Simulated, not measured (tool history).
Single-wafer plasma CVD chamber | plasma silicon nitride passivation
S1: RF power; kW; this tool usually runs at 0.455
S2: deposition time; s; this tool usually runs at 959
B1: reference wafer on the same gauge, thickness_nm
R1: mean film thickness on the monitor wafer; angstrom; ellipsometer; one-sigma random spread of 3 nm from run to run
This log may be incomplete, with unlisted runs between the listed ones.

run   hour     S1    S2        B1        R1
  1    0.0  0.420   959  1139.710  12062.62
  2   18.3  0.420   959  1140.298  12133.22
  3   46.4  0.420   959  1140.156  12120.61
  4   71.0  0.455   890  1139.749  11462.24
  5   99.2  0.455   890  1141.694  11421.71
  6  124.4  0.455   890  1140.248  11465.37
  7  137.1  0.525   959  1140.003  12729.17
  8  161.3  0.455   959  1139.330  12347.86
  9  173.7  0.455   959  1139.190  12305.01
 10  196.4  0.420   810  1139.864  10167.46
     216.3  -- showerhead replaced
 11  219.1  0.365  1056  1139.440  12803.45
 12  238.7  0.455   959  1139.830  12301.53
 13  253.6  0.385   804  1139.434   9832.43
 14  272.9  0.420  1085  1140.360  13628.28
 15  308.1  0.455   959  1139.839  12252.86
     310.5  -- gauge calibrated
 16  327.4  0.415   906  1141.011  11292.85
 17  348.5  0.480   817  1139.653  10576.45
     359.8  -- RF generator calibrated
 18  368.7  0.455   959  1139.851  12491.96
 19  471.9  0.385  1150  1138.471  14312.65

Predict each of these 4 candidate next runs independently; none follows another, all start after run 19:
  A  472.6  0.455   959   ?   ?
  B  472.6  0.455  1015   ?   ?
  C  472.6  0.455  1139   ?   ?
  D  472.6  0.515   895   ?   ?

run        B1        R1
  A  1140.650  12483.94
  B  1140.650  13212.92
  C  1140.650  14827.11
  D  1140.650  12025.72
What these runs would have given with no unlogged condition in the tool:
run        R1
  A  12525.57
  B  13257.00
  C  14876.57
  D  12065.83
